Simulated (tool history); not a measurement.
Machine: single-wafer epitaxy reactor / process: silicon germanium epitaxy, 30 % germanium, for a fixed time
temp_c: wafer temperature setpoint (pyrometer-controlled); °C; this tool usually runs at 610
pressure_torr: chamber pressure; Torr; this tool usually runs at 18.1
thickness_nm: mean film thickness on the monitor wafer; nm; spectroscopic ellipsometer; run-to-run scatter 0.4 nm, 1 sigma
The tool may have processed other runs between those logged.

run,hour,temp_c,pressure_torr,wafers since the last listed run,hours since the last pyrometer calibration,hours since the last manometer calibration,hours since the showerhead was replaced,hours since the gauge calibration,"read-back reference wafer on the same gauge, thickness_nm",thickness_nm
1,0.0,610,15.5,0,2420.1,2900.5,3166.5,84.9,71.105,63.771
2,15.6,610,18.1,184,2435.7,2916.1,3182.1,100.5,71.310,67.057
3,28.3,610,21.1,150,2448.4,2928.8,3194.8,113.2,70.978,71.292
4,35.9,610,21.1,90,2456.0,2936.4,3202.4,120.8,71.136,71.238
5,45.5,610,21.1,113,2465.6,2946.0,3212.0,130.4,71.021,71.735
6,53.6,610,18.1,95,2473.7,2954.1,3220.1,138.5,71.013,67.908
# hour 84.8: capacitance manometer re-zeroed and calibrated
7,85.3,610,18.1,280,2505.4,0.5,3251.8,170.2,71.038,67.210
8,97.0,610,18.1,138,2517.1,12.2,3263.5,181.9,71.212,68.088
9,111.4,610,17.1,170,2531.5,26.6,3277.9,196.3,71.177,66.210
# hour 127.1: pyrometer calibrated
10,127.6,610,18.1,97,0.5,42.8,3294.1,212.5,70.938,67.692
11,137.1,610,21.3,112,10.0,52.3,3303.6,222.0,71.247,72.449
# hour 155.0: showerhead replaced
12,155.5,610,18.1,123,28.4,70.7,0.5,240.4,71.183,67.113
13,168.5,614,15.0,154,41.4,83.7,13.5,253.4,71.122,66.901
# hour 173.6: gauge calibrated
14,175.4,596,14.4,81,48.3,90.6,20.4,1.8,71.061,49.456
15,181.5,598,15.9,72,54.4,96.7,26.5,7.9,71.017,52.730
16,197.3,610,18.1,187,70.2,112.5,42.3,23.7,71.000,67.568
17,204.4,605,20.1,84,77.3,119.6,49.4,30.8,71.098,64.669
18,222.3,606,14.3,212,95.2,137.5,67.3,48.7,71.081,57.739
19,237.1,601,18.1,175,110.0,152.3,82.1,63.5,71.056,58.592
20,252.4,615,15.5,181,125.3,167.6,97.4,78.8,71.041,68.532
21,269.4,618,14.5,201,142.3,184.6,114.4,95.8,71.118,70.916

Predict each of these 4 candidate next runs independently; none follows another, all start after run 21:
A,269.8,610,18.1,4,142.7,185.0,114.8,96.2,?,?
B,269.8,610,13.6,4,142.7,185.0,114.8,96.2,?,?
C,269.8,597,21.9,4,142.7,185.0,114.8,96.2,?,?
D,269.8,623,21.0,4,142.7,185.0,114.8,96.2,?,?

run,"read-back reference wafer on the same gauge, thickness_nm",thickness_nm
A,70.973,67.538
B,70.973,60.341
C,70.973,59.211
D,70.973,87.627
Without the tool's hidden state the same runs would have given:
run,thickness_nm
A,67.538
B,60.341
C,59.211
D,87.627

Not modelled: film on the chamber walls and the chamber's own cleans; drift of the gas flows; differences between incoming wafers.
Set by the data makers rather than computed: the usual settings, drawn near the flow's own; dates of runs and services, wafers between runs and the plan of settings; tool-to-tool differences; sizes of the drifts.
